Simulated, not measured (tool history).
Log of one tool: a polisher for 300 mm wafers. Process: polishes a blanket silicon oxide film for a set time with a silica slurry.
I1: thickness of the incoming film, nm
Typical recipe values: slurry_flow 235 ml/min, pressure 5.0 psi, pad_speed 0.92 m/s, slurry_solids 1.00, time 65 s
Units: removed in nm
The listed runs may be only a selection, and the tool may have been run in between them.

Run 1, hour 0.0: usual settings but pad_speed 0.62 m/s; I1 926.2. Result: removed 143.9 nm.
Run 2, hour 95.5: usual settings but pad_speed 0.70 m/s; I1 926.7. Result: removed 154.2 nm.
Run 3, hour 174.6: usual settings but slurry_flow 175 ml/min, time 87 s; I1 923.5. Result: removed 252.2 nm.
Run 4, hour 228.0: usual settings but pad_speed 1.22 m/s, time 53 s; I1 917.3. Result: removed 193.2 nm.
At hour 316.7: head pressure recalibrated.
Run 5, hour 357.9: usual settings but pressure 4.4 psi, slurry_solids 0.80; I1 915.0. Result: removed 143.9 nm.
Run 6, hour 399.0: usual settings but pad_speed 1.00 m/s; I1 917.8. Result: removed 196.1 nm.
Run 7, hour 454.9: usual settings but pad_speed 1.06 m/s; I1 919.5. Result: removed 208.0 nm.
At hour 459.0: conditioning disc replaced and pad reconditioned.
Run 8, hour 527.6: usual settings but slurry_flow 290 ml/min, slurry_solids 0.90; I1 919.6. Result: removed 186.5 nm.
Run 9, hour 618.4: usual settings but pad_speed 0.78 m/s, slurry_solids 0.75; I1 937.4. Result: removed 141.0 nm.
Run 10, hour 709.3: usual settings but pressure 4.5 psi, pad_speed 1.04 m/s, slurry_solids 1.25; I1 909.7. Result: removed 218.9 nm.
At hour 752.4: worn pad replaced by a new one.
At hour 760.0: slurry nozzle cleaned.
At hour 764.9: slurry blender recalibrated.
Run 11, hour 814.4: usual settings but pressure 5.5 psi; I1 925.0. Result: removed 212.0 nm.
Run 12, hour 921.4: usual settings but pressure 5.9 psi; I1 903.5. Result: removed 225.6 nm.
Run 13, hour 980.0: usual settings but slurry_flow 290 ml/min, pad_speed 0.80 m/s, slurry_solids 0.85, time 54 s; I1 905.4. Result: removed 130.4 nm.
Run 14, hour 1032.4: usual settings but slurry_flow 310 ml/min, time 53 s; I1 926.9. Result: removed 157.5 nm.
Run 15, hour 1070.1: usual settings but pad_speed 0.72 m/s; I1 925.7. Result: removed 158.7 nm.
At hour 1108.7: head pressure recalibrated.
Run 16, hour 1119.5: usual settings but pressure 6.3 psi, time 52 s; I1 918.1. Result: removed 190.1 nm.
Run 17, hour 1207.0: usual settings but pressure 6.2 psi, time 87 s; I1 926.4. Result: removed 315.2 nm.
Run 18, hour 1303.2: usual settings; I1 919.8. Result: removed 191.8 nm.
At hour 1464.6: conditioning disc replaced and pad reconditioned.
At hour 1500.2: worn pad replaced by a new one.
Run 19, hour 1589.5: usual settings but slurry_flow 260 ml/min, pressure 4.5 psi; I1 932.2. Result: removed 177.5 nm.
At hour 1663.5: slurry nozzle cleaned.
Run 20, hour 1667.3: usual settings but pressure 5.9 psi, pad_speed 0.62 m/s, time 73 s; I1 916.8. Result: removed 189.9 nm.
Run 21, hour 1761.4: usual settings; I1 919.9. Result: removed 196.0 nm.
At hour 1769.3: slurry blender recalibrated.
Run 22, hour 1867.0: usual settings; I1 913.7. Result: removed 197.2 nm.
Run 23, hour 1947.7: usual settings but pad_speed 1.08 m/s, time 80 s; I1 917.8. Result: removed 269.5 nm.
At hour 2019.8: head pressure recalibrated.
Run 24, hour 2040.1: usual settings but slurry_flow 290 ml/min, pad_speed 0.80 m/s, slurry_solids 0.85, time 54 s; I1 929.3. Result: removed 129.9 nm.

Branching from run 24: 5 alternative next runs. What would each branch give?
Run A, hour 2040.5: usual settings; I1 908.1. Result: removed ?.
Run B, hour 2040.5: usual settings but slurry_flow 280 ml/min, pressure 4.2 psi, pad_speed 1.10 m/s, slurry_solids 0.85; I1 908.1. Result: removed ?.
Run C, hour 2040.5: usual settings but slurry_flow 160 ml/min, pressure 4.5 psi, pad_speed 1.14 m/s, time 55 s; I1 908.1. Result: removed ?.
Run D, hour 2040.5: usual settings but time 59 s; I1 908.1. Result: removed ?.
Run E, hour 2040.5: usual settings but slurry_flow 200 ml/min, time 78 s; I1 908.1. Result: removed ?.

run  removed
  A    189.9
  B    167.1
  C    166.5
  D    172.4
  E    225.2
Stripped of hidden state, with their random variation kept, the same runs would have yielded:
run  removed
  A    194.5
  B    171.1
  C    170.9
  D    176.5
  E    230.7
